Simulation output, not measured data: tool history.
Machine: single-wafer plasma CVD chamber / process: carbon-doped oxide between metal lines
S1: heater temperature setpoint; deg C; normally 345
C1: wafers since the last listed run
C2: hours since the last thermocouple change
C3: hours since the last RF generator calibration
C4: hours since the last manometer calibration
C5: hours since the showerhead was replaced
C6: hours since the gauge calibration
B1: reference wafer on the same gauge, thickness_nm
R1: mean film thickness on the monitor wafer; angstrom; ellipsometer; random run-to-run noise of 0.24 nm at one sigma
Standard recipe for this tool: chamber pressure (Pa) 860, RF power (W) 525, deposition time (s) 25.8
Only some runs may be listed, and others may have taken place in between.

run 1 hour=0 | S1=345 chamber_pressure_(Pa)=860 RF_power_(W)=525 deposition_time_(s)=25.8 | C1=0 C2=1840.1 C3=978.8 C4=7.4 C5=6649.1 C6=438.4 | B1=132.948 | R1=1601.35
run 2 hour=12.5 | S1=345 chamber_pressure_(Pa)=860 RF_power_(W)=525 deposition_time_(s)=25.8 | C1=211 C2=1852.6 C3=991.3 C4=19.9 C5=6661.6 C6=450.9 | B1=133.053 | R1=1600.84
run 3 hour=25.4 | S1=345 chamber_pressure_(Pa)=860 RF_power_(W)=525 deposition_time_(s)=25.8 | C1=218 C2=1865.5 C3=1004.2 C4=32.8 C5=6674.5 C6=463.8 | B1=132.899 | R1=1602.76
run 4 hour=40 | S1=345 chamber_pressure_(Pa)=860 RF_power_(W)=525 deposition_time_(s)=25.8 | C1=247 C2=1880.1 C3=1018.8 C4=47.4 C5=6689.1 C6=478.4 | B1=133.068 | R1=1596.77
run 5 hour=52.7 | S1=335 chamber_pressure_(Pa)=1052 RF_power_(W)=605 deposition_time_(s)=22.8 | C1=214 C2=1892.8 C3=1031.5 C4=60.1 C5=6701.8 C6=491.1 | B1=132.951 | R1=1593.9
-- hour=63.2 gauge calibrated
run 6 hour=66.8 | S1=345 chamber_pressure_(Pa)=1072 RF_power_(W)=525 deposition_time_(s)=25.8 | C1=238 C2=1906.9 C3=1045.6 C4=74.2 C5=6715.9 C6=3.6 | B1=132.943 | R1=1623.62
run 7 hour=73 | S1=345 chamber_pressure_(Pa)=923 RF_power_(W)=525 deposition_time_(s)=25.8 | C1=104 C2=1913.1 C3=1051.8 C4=80.4 C5=6722.1 C6=9.8 | B1=132.998 | R1=1609.43
run 8 hour=83.2 | S1=345 chamber_pressure_(Pa)=976 RF_power_(W)=525 deposition_time_(s)=25.8 | C1=172 C2=1923.3 C3=1062 C4=90.6 C5=6732.3 C6=20 | B1=132.967 | R1=1611.76
run 9 hour=95.5 | S1=353 chamber_pressure_(Pa)=679 RF_power_(W)=525 deposition_time_(s)=25.8 | C1=208 C2=1935.6 C3=1074.3 C4=102.9 C5=6744.6 C6=32.3 | B1=133.062 | R1=1506.52
-- hour=111.1 RF generator calibrated
run 10 hour=111.6 | S1=356 chamber_pressure_(Pa)=968 RF_power_(W)=475 deposition_time_(s)=28.9 | C1=137 C2=1951.7 C3=0.5 C4=119 C5=6760.7 C6=48.4 | B1=132.99 | R1=1660.75
run 11 hour=120.4 | S1=337 chamber_pressure_(Pa)=759 RF_power_(W)=555 deposition_time_(s)=28.5 | C1=148 C2=1960.5 C3=9.3 C4=127.8 C5=6769.5 C6=57.2 | B1=133.057 | R1=1825.76
run 12 hour=133.8 | S1=345 chamber_pressure_(Pa)=732 RF_power_(W)=525 deposition_time_(s)=25.8 | C1=226 C2=1973.9 C3=22.7 C4=141.2 C5=6782.9 C6=70.6 | B1=132.951 | R1=1560.08
run 13 hour=145.5 | S1=345 chamber_pressure_(Pa)=989 RF_power_(W)=470 deposition_time_(s)=24.2 | C1=198 C2=1985.6 C3=34.4 C4=152.9 C5=6794.6 C6=82.3 | B1=132.997 | R1=1430.93
run 14 hour=157.1 | S1=345 chamber_pressure_(Pa)=860 RF_power_(W)=525 deposition_time_(s)=25.8 | C1=196 C2=1997.2 C3=46 C4=164.5 C5=6806.2 C6=93.9 | B1=133.033 | R1=1598.29
run 15 hour=170.2 | S1=358 chamber_pressure_(Pa)=692 RF_power_(W)=605 deposition_time_(s)=22 | C1=221 C2=2010.3 C3=59.1 C4=177.6 C5=6819.3 C6=107 | B1=133.03 | R1=1372.64
-- hour=214.2 showerhead replaced
-- hour=217.8 thermocouple changed; heater temperature recalibrated
run 16 hour=218.8 | S1=345 chamber_pressure_(Pa)=860 RF_power_(W)=525 deposition_time_(s)=25.8 | C1=627 C2=1 C3=107.7 C4=226.2 C5=4.6 C6=155.6 | B1=133.02 | R1=1571.03
run 17 hour=230.7 | S1=345 chamber_pressure_(Pa)=860 RF_power_(W)=615 deposition_time_(s)=25.8 | C1=201 C2=12.9 C3=119.6 C4=238.1 C5=16.5 C6=167.5 | B1=132.852 | R1=1704.99

For run 18, what comes out?
run 18 hour=247 | S1=345 chamber_pressure_(Pa)=860 RF_power_(W)=525 deposition_time_(s)=21 | C1=275 C2=29.2 C3=135.9 C4=254.4 C5=32.8 C6=183.8 | B1=? | R1=?

{"run 18": {"B1": 133.048, "R1": 1281.68}}
With no hidden state in the tool, this same run would have given R1 1286.67 angstrom.

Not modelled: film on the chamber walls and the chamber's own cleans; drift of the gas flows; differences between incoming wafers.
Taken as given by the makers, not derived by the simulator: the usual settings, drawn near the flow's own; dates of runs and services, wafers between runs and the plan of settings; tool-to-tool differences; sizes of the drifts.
